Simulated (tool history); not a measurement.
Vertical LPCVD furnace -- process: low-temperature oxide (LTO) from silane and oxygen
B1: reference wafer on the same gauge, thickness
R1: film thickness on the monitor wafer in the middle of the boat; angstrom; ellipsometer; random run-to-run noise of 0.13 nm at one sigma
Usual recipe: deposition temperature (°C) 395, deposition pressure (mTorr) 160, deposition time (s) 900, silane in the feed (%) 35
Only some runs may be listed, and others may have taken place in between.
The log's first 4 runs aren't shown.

Run 5, hour 53.7: usual settings but deposition time (s) 720; B1 80.16. Result: R1 645.7 angstrom.
Run 6, hour 83.2: usual settings; B1 80.18. Result: R1 808.9 angstrom.
Run 7, hour 99.3: usual settings; B1 80.2. Result: R1 809.5 angstrom.
Run 8, hour 114.2: usual settings but deposition temperature (°C) 402; B1 80.25. Result: R1 873.5 angstrom.
Run 9, hour 125.3: usual settings but deposition temperature (°C) 388; B1 80.22. Result: R1 745.5 angstrom.
Run 10, hour 139.8: usual settings but deposition time (s) 600; B1 80.21. Result: R1 539 angstrom.
Run 11, hour 150.4: usual settings but deposition pressure (mTorr) 130, deposition time (s) 1260, silane in the feed (%) 42; B1 80.18. Result: R1 1148.2 angstrom.
Run 12, hour 166.9: usual settings but deposition pressure (mTorr) 145; B1 80.17. Result: R1 734.1 angstrom.
At hour 199.2: thermocouples replaced and temperature profile calibrated.
Run 13, hour 199.7: usual settings; B1 80.22. Result: R1 822.6 angstrom.
Run 14, hour 202.9: usual settings but deposition temperature (°C) 404, deposition pressure (mTorr) 130; B1 80.14. Result: R1 745 angstrom.
Run 15, hour 206.1: usual settings; B1 80.18. Result: R1 824.9 angstrom.
At hour 237.9: silane flow controller replaced.
At hour 255: pressure gauge zeroed.
Run 16, hour 255.5: usual settings but deposition pressure (mTorr) 130, deposition time (s) 1020; B1 80.17. Result: R1 759.3 angstrom.
Run 17, hour 258.8: usual settings but deposition temperature (°C) 385, deposition pressure (mTorr) 190, deposition time (s) 1080, silane in the feed (%) 31; B1 80.18. Result: R1 883.5 angstrom.
Run 18, hour 262: usual settings but deposition pressure (mTorr) 175, silane in the feed (%) 40; B1 80.27. Result: R1 1069.4 angstrom.
Run 19, hour 265.2: usual settings but deposition temperature (°C) 385, deposition pressure (mTorr) 140, deposition time (s) 720; B1 80.16. Result: R1 514.8 angstrom.
Run 20, hour 268.4: usual settings but deposition temperature (°C) 401, silane in the feed (%) 39; B1 80.16. Result: R1 1012.7 angstrom.
At hour 273.9: gauge calibrated.
Run 21, hour 275.7: usual settings; B1 80.26. Result: R1 826 angstrom.
At hour 314.1: thermocouples replaced and temperature profile calibrated, repeated, since the last time left the tool worse.
Run 22, hour 314.6: usual settings but deposition time (s) 1020; B1 80.17. Result: R1 884.8 angstrom.

Forecast run 23:
Run 23, hour 317.8: usual settings but deposition temperature (°C) 405; B1 ?. Result: R1 ?.

Run 23 measured B1 80.19, R1 874.8 angstrom.
If the tool had no hidden condition, the same run with the same run-to-run variation would have returned R1 872.9 angstrom.

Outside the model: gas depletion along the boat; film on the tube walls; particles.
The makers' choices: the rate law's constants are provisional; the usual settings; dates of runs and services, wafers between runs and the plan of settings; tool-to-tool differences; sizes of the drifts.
